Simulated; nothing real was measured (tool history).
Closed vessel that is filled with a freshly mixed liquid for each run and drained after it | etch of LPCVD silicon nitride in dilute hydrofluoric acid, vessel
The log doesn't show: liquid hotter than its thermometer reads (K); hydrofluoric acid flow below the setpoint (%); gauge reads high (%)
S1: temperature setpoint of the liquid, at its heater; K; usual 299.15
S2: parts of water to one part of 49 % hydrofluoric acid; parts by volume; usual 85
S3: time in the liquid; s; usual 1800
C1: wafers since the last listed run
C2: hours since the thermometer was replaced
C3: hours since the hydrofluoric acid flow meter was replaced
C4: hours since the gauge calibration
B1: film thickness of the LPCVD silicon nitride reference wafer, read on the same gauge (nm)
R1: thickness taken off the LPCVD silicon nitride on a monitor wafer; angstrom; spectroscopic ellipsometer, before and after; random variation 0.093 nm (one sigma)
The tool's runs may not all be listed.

run	day	S1	S2	S3	C1	C2	C3	C4	B1	R1
1	0.000	299.15	85	1800	0	458.7	854.9	295.3	129.30	111.0
# day 0.779: thermometer replaced
2	2.562	299.15	85	1800	2254	42.8	916.4	356.8	129.01	112.6
3	3.746	299.15	85	1800	1058	71.2	944.8	385.2	128.85	111.6
4	5.292	299.15	85	2560	1382	108.3	981.9	422.3	128.64	160.3
5	7.596	299.15	85	1800	2060	163.6	1037.2	477.6	128.29	112.5
6	9.888	299.15	85	1800	2049	218.6	1092.2	532.6	127.92	111.1
7	11.038	299.15	85	1800	1028	246.2	1119.8	560.2	127.68	110.6
8	13.688	299.15	110	1800	2369	309.8	1183.4	623.8	127.15	85.0
9	15.196	299.15	85	1800	1348	346.0	1219.6	660.0	126.80	110.6
# day 16.450: gauge calibrated
10	18.088	299.15	85	1800	2585	415.4	1289.0	39.3	130.36	112.1
11	19.967	294.15	55	2785	1680	460.5	1334.1	84.4	130.32	192.8
12	21.762	302.15	110	1220	1605	503.6	1377.2	127.5	130.24	72.3
13	22.917	299.15	65	2685	1032	531.3	1404.9	155.2	130.18	220.2
# day 24.150: hydrofluoric acid flow meter replaced
14	24.642	299.15	85	1800	1505	572.7	11.8	196.6	130.09	112.2
# day 26.004: thermometer replaced
15	26.762	299.15	85	1800	1859	18.2	62.7	247.5	129.94	113.7
16	29.008	301.65	50	1800	2008	72.1	116.6	301.4	129.71	225.0
17	31.242	304.15	105	1800	1996	125.7	170.2	355.0	129.47	124.8
18	34.196	304.15	85	1250	2641	196.6	241.1	425.9	129.07	106.9
19	35.812	301.65	65	1465	1445	235.4	279.9	464.7	128.84	140.9
20	37.746	299.15	85	2835	1728	281.8	326.3	511.1	128.50	177.3

Forecast each of these 3 alternatives for the next run:
A	37.792	297.15	85	1800	40	282.9	327.4	512.2	?	?
B	37.792	294.65	65	1320	40	282.9	327.4	512.2	?	?
C	37.792	301.15	105	1800	40	282.9	327.4	512.2	?	?

run	B1	R1
A	128.53	99.7
B	128.53	80.4
C	128.53	104.9
Without the tool's hidden state the same runs would have given:
run	R1
A	100.9
B	81.4
C	106.1
